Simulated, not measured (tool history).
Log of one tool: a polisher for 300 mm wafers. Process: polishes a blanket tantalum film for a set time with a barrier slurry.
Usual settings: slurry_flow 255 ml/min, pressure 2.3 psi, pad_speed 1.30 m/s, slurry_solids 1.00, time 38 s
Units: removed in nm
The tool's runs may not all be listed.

run,hour,slurry_flow,pressure,pad_speed,slurry_solids,time,"incoming thickness of the incoming film, nm",removed
1,0.0,255,1.8,1.30,1.00,44,399.3,95.3
2,7.1,255,1.8,1.30,1.00,44,397.5,95.4
3,19.3,255,2.3,1.30,0.85,38,393.0,91.5
4,26.3,255,2.3,1.30,0.85,38,397.3,90.6
5,33.6,310,2.3,1.30,1.00,38,407.0,99.5
6,43.2,310,2.3,1.30,1.00,38,402.8,100.0
7,53.2,255,2.3,1.30,1.00,38,400.6,96.4
# hour 65.6: slurry nozzle cleaned
8,70.4,255,2.3,1.30,1.00,38,397.7,97.1
9,79.6,255,2.3,1.30,1.00,38,406.9,96.1
10,90.6,255,2.3,1.30,0.90,38,406.3,90.8
11,104.4,255,2.3,1.30,1.00,38,398.9,97.3
# hour 118.5: head pressure recalibrated
12,119.0,215,1.7,1.68,1.00,29,394.9,74.4
13,125.7,255,2.3,1.30,0.85,38,405.0,89.5
# hour 161.9: slurry blender recalibrated
# hour 165.3: worn pad replaced by a new one, of another model than before
14,172.2,255,2.3,1.30,1.00,38,407.3,98.8
15,187.8,230,2.3,1.30,1.00,38,403.7,97.9
16,205.2,255,2.3,1.30,1.00,32,406.8,82.1
17,222.6,210,2.3,1.30,1.00,38,401.8,95.9
18,233.2,255,1.6,1.66,1.00,38,405.1,98.1
19,247.1,255,2.3,1.30,1.00,38,396.1,96.1
20,263.6,195,2.3,1.58,1.00,38,395.2,109.2
21,272.1,255,2.3,1.30,1.00,38,398.7,96.1
22,284.5,255,1.5,1.30,1.25,50,403.9,112.8
23,301.7,255,2.3,1.30,1.00,38,400.4,95.8
24,309.8,255,2.3,1.74,1.00,38,401.0,119.1
25,319.3,255,1.8,1.30,1.00,44,393.4,98.7
# hour 328.4: worn pad replaced by a new one
26,329.5,305,1.6,1.30,1.00,38,400.8,81.5
# hour 344.3: slurry blender recalibrated
27,344.8,255,2.3,1.30,1.10,47,404.1,128.5
28,353.4,255,2.3,1.30,1.00,27,401.2,70.3
29,359.7,290,2.3,1.30,1.00,38,396.6,100.5
30,370.6,255,2.3,1.30,1.00,38,400.0,99.2
31,381.5,255,2.3,1.30,1.00,38,402.9,97.1

What the log doesn't show, run by run:
removal rate lost through wear of the pad, %: 0 in every run
slurry flow missing at the pad, %: 0 in every run
deviation of the head's pressure from its setpoint, %: 0 in every run
H1: abrasive missing from the slurry, %
run,H1
1,2.94
2,3.94
3,5.39
4,6.1
5,6.76
6,7.51
7,8.17
8,9.07
9,9.46
10,9.85
11,10.2
12,10.6
13,10.7
14,3.25
15,5.32
16,7.08
17,8.38
18,9.01
19,9.68
20,10.3
21,10.5
22,10.9
23,11.2
24,11.3
25,11.5
26,11.6
27,1.43
28,2.86
29,3.79
30,5.17
31,6.32

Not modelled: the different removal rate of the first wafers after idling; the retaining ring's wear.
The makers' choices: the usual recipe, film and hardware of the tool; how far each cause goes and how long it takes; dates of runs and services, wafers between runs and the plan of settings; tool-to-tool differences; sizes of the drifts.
